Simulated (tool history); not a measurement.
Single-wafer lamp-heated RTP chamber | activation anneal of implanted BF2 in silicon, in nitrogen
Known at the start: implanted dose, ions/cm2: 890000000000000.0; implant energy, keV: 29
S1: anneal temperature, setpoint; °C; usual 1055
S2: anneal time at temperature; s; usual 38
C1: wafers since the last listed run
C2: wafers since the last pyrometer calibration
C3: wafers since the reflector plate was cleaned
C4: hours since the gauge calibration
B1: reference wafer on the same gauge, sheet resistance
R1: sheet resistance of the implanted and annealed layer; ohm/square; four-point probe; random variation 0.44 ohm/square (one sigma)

run 1 day=0 | S1=1055 S2=38 | C1=0 C2=3366 C3=4168 C4=881.1 | B1=126.91 | R1=131.59
run 2 day=1.183 | S1=1055 S2=38 | C1=403 C2=3769 C3=4572 C4=909.5 | B1=127.01 | R1=130.66
-- day=1.421 gauge calibrated
run 3 day=2.575 | S1=1055 S2=38 | C1=474 C2=4244 C3=5047 C4=27.7 | B1=126.95 | R1=131.43
run 4 day=5.133 | S1=1055 S2=38 | C1=873 C2=5117 C3=5920 C4=89.1 | B1=126.92 | R1=130.93
run 5 day=6.829 | S1=1055 S2=38 | C1=578 C2=5696 C3=6498 C4=129.8 | B1=126.97 | R1=130.41
run 6 day=9.704 | S1=1055 S2=38 | C1=981 C2=6677 C3=7479 C4=198.8 | B1=126.98 | R1=132.1
run 7 day=10.712 | S1=1055 S2=38 | C1=344 C2=7021 C3=7823 C4=223 | B1=126.97 | R1=130.75
-- day=12.008 pyrometer window cleaned and pyrometer calibrated
run 8 day=12.462 | S1=1043 S2=38 | C1=483 C2=155 C3=8307 C4=265 | B1=126.98 | R1=133.56
run 9 day=14.238 | S1=1043 S2=38 | C1=605 C2=761 C3=8913 C4=307.6 | B1=126.88 | R1=133.79
run 10 day=15.35 | S1=1043 S2=38 | C1=379 C2=1140 C3=9292 C4=334.3 | B1=127.01 | R1=133.64
run 11 day=18.333 | S1=1055 S2=38 | C1=1018 C2=2158 C3=10310 C4=405.9 | B1=127.05 | R1=130.58
-- day=22.792 reflector plate cleaned
run 12 day=25.358 | S1=1036 S2=61 | C1=2283 C2=4442 C3=875 C4=574.5 | B1=127.01 | R1=132.81
run 13 day=27.55 | S1=1075 S2=44 | C1=747 C2=5190 C3=1623 C4=627.1 | B1=126.97 | R1=127.04
run 14 day=28.846 | S1=1055 S2=38 | C1=442 C2=5632 C3=2065 C4=658.2 | B1=127.08 | R1=131.94
run 15 day=30.05 | S1=1055 S2=38 | C1=410 C2=6043 C3=2476 C4=687.1 | B1=126.96 | R1=131.88
run 16 day=32.329 | S1=1055 S2=49 | C1=777 C2=6821 C3=3253 C4=741.8 | B1=126.92 | R1=128.61
-- day=34.892 gauge calibrated
-- day=35.233 pyrometer window cleaned and pyrometer calibrated
run 17 day=35.254 | S1=1072 S2=28 | C1=884 C2=6 C3=4138 C4=8.7 | B1=126.96 | R1=130.22
run 18 day=37.658 | S1=1084 S2=57 | C1=820 C2=826 C3=4958 C4=66.4 | B1=127.04 | R1=126
run 19 day=46.333 | S1=1047 S2=38 | C1=2960 C2=3787 C3=7919 C4=274.6 | B1=127.02 | R1=132.93
run 20 day=48.183 | S1=1027 S2=47 | C1=631 C2=4418 C3=8550 C4=319 | B1=127 | R1=136.07
run 21 day=49.738 | S1=1055 S2=38 | C1=530 C2=4948 C3=9080 C4=356.3 | B1=127.06 | R1=130.71

Forecast each of these 4 alternatives for the next run:
run A day=49.754 | S1=1055 S2=23 | C1=5 C2=4954 C3=9086 C4=356.7 | B1=? | R1=?
run B day=49.754 | S1=1055 S2=16 | C1=5 C2=4954 C3=9086 C4=356.7 | B1=? | R1=?
run C day=49.754 | S1=1041 S2=60 | C1=5 C2=4954 C3=9086 C4=356.7 | B1=? | R1=?
run D day=49.754 | S1=1055 S2=52 | C1=5 C2=4954 C3=9086 C4=356.7 | B1=? | R1=?

run=A B1=127 R1=135.29
run=B B1=127 R1=138.44
run=C B1=127 R1=130.27
run=D B1=127 R1=128.72
Without the tool's hidden state the same runs would have given:
run=A R1=136.48
run=B R1=139.78
run=C R1=131.5
run=D R1=129.4
